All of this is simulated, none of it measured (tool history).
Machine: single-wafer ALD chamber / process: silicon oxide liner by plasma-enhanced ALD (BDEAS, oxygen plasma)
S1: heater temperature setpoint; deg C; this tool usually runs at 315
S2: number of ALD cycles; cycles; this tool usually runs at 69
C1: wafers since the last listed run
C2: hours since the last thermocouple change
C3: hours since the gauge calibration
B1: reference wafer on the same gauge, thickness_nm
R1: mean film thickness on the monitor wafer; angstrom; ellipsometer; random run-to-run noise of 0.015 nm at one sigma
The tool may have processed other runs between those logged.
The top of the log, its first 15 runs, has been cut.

run	hour	S1	S2	C1	C2	C3	B1	R1
16	1389.8	320	59	214	1145.8	2409.3	4.945	51.33
17	1435.4	322	69	260	1191.4	2454.9	4.941	60.03
18	1511.1	315	69	433	1267.1	2530.6	4.94	60.37
19	1551.1	315	69	228	1307.1	2570.6	4.94	60.7
# hour 1586.5: gauge calibrated
20	1591.2	315	69	229	1347.2	4.7	4.939	60.8
21	1697.8	304	69	610	1453.8	111.3	4.937	61.02
22	1800	327	79	584	1556	213.5	4.939	68.21
23	1908	329	55	618	1664	321.5	4.933	47.47
24	1968.6	315	69	346	1724.6	382.1	4.937	60.7
25	2075.2	315	69	610	1831.2	488.7	4.942	60.37
26	2128.1	311	57	302	1884.1	541.6	4.939	50.26
27	2171.6	304	81	248	1927.6	585.1	4.944	72.12
28	2268.5	328	65	554	2024.5	682	4.94	55.93
29	2325.5	315	69	326	2081.5	739	4.941	60.53
30	2549.8	302	75	1283	2305.8	963.3	4.94	66.84
# hour 2662.4: thermocouple changed; heater temperature recalibrated
31	2662.9	315	69	601	0.5	1076.4	4.941	60.28
32	2752.2	305	69	511	89.8	1165.7	4.94	61.31
33	2836.4	315	69	481	174	1249.9	4.939	60.57
34	2916	301	69	455	253.6	1329.5	4.942	61.69
35	3009.9	315	69	537	347.5	1423.4	4.941	60.51

For run 36, what comes out?
36	3076.8	308	63	382	414.4	1490.3	?	?

For run 36 the tool returned B1 4.937, R1 55.77 angstrom.
With the hidden condition absent and the run-to-run variation left alone, this run would have shown R1 55.77 angstrom.

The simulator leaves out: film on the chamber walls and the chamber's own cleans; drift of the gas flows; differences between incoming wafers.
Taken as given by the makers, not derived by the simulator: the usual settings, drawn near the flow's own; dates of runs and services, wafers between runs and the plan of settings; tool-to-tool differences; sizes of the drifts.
